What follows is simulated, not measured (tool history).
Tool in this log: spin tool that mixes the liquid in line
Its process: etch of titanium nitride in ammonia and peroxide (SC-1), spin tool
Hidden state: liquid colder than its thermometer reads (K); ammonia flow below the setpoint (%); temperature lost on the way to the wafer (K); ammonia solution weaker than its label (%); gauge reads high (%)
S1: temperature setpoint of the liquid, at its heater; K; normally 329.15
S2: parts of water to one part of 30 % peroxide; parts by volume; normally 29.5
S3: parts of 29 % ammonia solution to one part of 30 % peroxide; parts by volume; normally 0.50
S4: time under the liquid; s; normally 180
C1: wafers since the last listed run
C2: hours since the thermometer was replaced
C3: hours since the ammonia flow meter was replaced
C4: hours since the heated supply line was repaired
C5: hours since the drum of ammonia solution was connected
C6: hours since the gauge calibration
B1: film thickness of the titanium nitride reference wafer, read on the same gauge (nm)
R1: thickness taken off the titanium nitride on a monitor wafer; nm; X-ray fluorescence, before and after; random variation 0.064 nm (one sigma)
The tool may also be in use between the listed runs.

run 1 day=0.000 | S1=329.15 S2=29.5 S3=0.50 S4=180 | C1=0 C2=79.1 C3=789.0 C4=2020.5 C5=465.7 C6=332.6 | B1=150.02 | R1=7.15
run 2 day=0.662 | S1=329.15 S2=29.5 S3=0.50 S4=180 | C1=82 C2=95.0 C3=804.9 C4=2036.4 C5=481.6 C6=348.5 | B1=149.99 | R1=7.12
run 3 day=1.171 | S1=329.15 S2=20.5 S3=0.70 S4=220 | C1=63 C2=107.2 C3=817.1 C4=2048.6 C5=493.8 C6=360.7 | B1=150.00 | R1=11.55
run 4 day=2.646 | S1=329.15 S2=29.5 S3=0.50 S4=180 | C1=183 C2=142.6 C3=852.5 C4=2084.0 C5=529.2 C6=396.1 | B1=150.01 | R1=7.15
run 5 day=3.150 | S1=329.15 S2=21.0 S3=0.30 S4=180 | C1=62 C2=154.7 C3=864.6 C4=2096.1 C5=541.3 C6=408.2 | B1=150.02 | R1=7.80
run 6 day=4.629 | S1=329.15 S2=29.5 S3=0.50 S4=265 | C1=183 C2=190.2 C3=900.1 C4=2131.6 C5=576.8 C6=443.7 | B1=149.99 | R1=10.55
run 7 day=5.379 | S1=329.15 S2=40.5 S3=0.75 S4=180 | C1=93 C2=208.2 C3=918.1 C4=2149.6 C5=594.8 C6=461.7 | B1=150.01 | R1=6.49
run 8 day=6.592 | S1=329.15 S2=29.5 S3=0.50 S4=270 | C1=150 C2=237.3 C3=947.2 C4=2178.7 C5=623.9 C6=490.8 | B1=150.00 | R1=10.60
run 9 day=7.488 | S1=329.15 S2=29.5 S3=0.50 S4=180 | C1=111 C2=258.8 C3=968.7 C4=2200.2 C5=645.4 C6=512.3 | B1=150.01 | R1=7.03
run 10 day=8.379 | S1=329.15 S2=29.5 S3=0.50 S4=180 | C1=110 C2=280.2 C3=990.1 C4=2221.6 C5=666.8 C6=533.7 | B1=149.99 | R1=7.18
run 11 day=9.721 | S1=329.15 S2=19.5 S3=0.35 S4=180 | C1=166 C2=312.4 C3=1022.3 C4=2253.8 C5=699.0 C6=565.9 | B1=149.99 | R1=8.45
-- day=10.138 ammonia flow meter replaced
run 12 day=10.892 | S1=329.15 S2=29.5 S3=0.65 S4=105 | C1=140 C2=340.5 C3=18.1 C4=2281.9 C5=727.1 C6=594.0 | B1=149.96 | R1=4.36
run 13 day=12.250 | S1=329.15 S2=29.5 S3=0.50 S4=180 | C1=168 C2=373.1 C3=50.7 C4=2314.5 C5=759.7 C6=626.6 | B1=149.99 | R1=7.03
run 14 day=12.950 | S1=324.15 S2=37.5 S3=0.50 S4=180 | C1=86 C2=389.9 C3=67.5 C4=2331.3 C5=776.5 C6=643.4 | B1=150.02 | R1=4.42
run 15 day=13.504 | S1=325.15 S2=38.0 S3=0.50 S4=255 | C1=68 C2=403.2 C3=80.8 C4=2344.6 C5=789.8 C6=656.7 | B1=149.99 | R1=6.59
-- day=13.692 gauge calibrated
run 16 day=14.167 | S1=321.15 S2=22.0 S3=0.35 S4=220 | C1=82 C2=419.1 C3=96.7 C4=2360.5 C5=805.7 C6=11.4 | B1=150.02 | R1=5.47
-- day=14.754 heated supply line repaired
run 17 day=14.775 | S1=329.15 S2=29.5 S3=0.35 S4=240 | C1=70 C2=433.7 C3=111.3 C4=0.5 C5=820.3 C6=26.0 | B1=149.98 | R1=9.95
-- day=14.871 new drum of ammonia solution connected
run 18 day=15.638 | S1=329.15 S2=29.5 S3=0.50 S4=180 | C1=101 C2=454.4 C3=132.0 C4=21.2 C5=18.4 C6=46.7 | B1=150.00 | R1=8.04
run 19 day=16.329 | S1=323.65 S2=29.5 S3=0.65 S4=80 | C1=85 C2=471.0 C3=148.6 C4=37.8 C5=35.0 C6=63.3 | B1=150.00 | R1=2.58
run 20 day=16.846 | S1=325.15 S2=29.5 S3=0.50 S4=180 | C1=64 C2=483.4 C3=161.0 C4=50.2 C5=47.4 C6=75.7 | B1=150.03 | R1=6.08
run 21 day=17.892 | S1=332.65 S2=29.5 S3=0.40 S4=180 | C1=129 C2=508.5 C3=186.1 C4=75.3 C5=72.5 C6=100.8 | B1=150.01 | R1=9.80
run 22 day=22.079 | S1=329.15 S2=29.5 S3=0.50 S4=75 | C1=519 C2=609.0 C3=286.6 C4=175.8 C5=173.0 C6=201.3 | B1=149.98 | R1=3.27
run 23 day=24.325 | S1=329.15 S2=29.5 S3=0.50 S4=180 | C1=278 C2=662.9 C3=340.5 C4=229.7 C5=226.9 C6=255.2 | B1=150.02 | R1=7.95

Consider 5 possible next runs. They are alternatives, not a sequence: every one starts from the tool as it was left by run 23. What does each give?
run A day=24.346 | S1=329.15 S2=25.5 S3=0.50 S4=180 | C1=2 C2=663.4 C3=341.0 C4=230.2 C5=227.4 C6=255.7 | B1=? | R1=?
run B day=24.346 | S1=333.15 S2=29.5 S3=0.50 S4=180 | C1=2 C2=663.4 C3=341.0 C4=230.2 C5=227.4 C6=255.7 | B1=? | R1=?
run C day=24.346 | S1=325.65 S2=19.0 S3=0.50 S4=180 | C1=2 C2=663.4 C3=341.0 C4=230.2 C5=227.4 C6=255.7 | B1=? | R1=?
run D day=24.346 | S1=329.15 S2=44.5 S3=0.35 S4=245 | C1=2 C2=663.4 C3=341.0 C4=230.2 C5=227.4 C6=255.7 | B1=? | R1=?
run E day=24.346 | S1=324.15 S2=40.5 S3=0.65 S4=230 | C1=2 C2=663.4 C3=341.0 C4=230.2 C5=227.4 C6=255.7 | B1=? | R1=?

run=A B1=149.99 R1=8.59
run=B B1=149.99 R1=10.32
run=C B1=149.99 R1=7.98
run=D B1=149.99 R1=7.92
run=E B1=149.99 R1=6.29
Without the tool's unlogged condition, the same runs would have read:
run=A R1=8.94
run=B R1=10.73
run=C R1=8.32
run=D R1=8.25
run=E R1=6.55
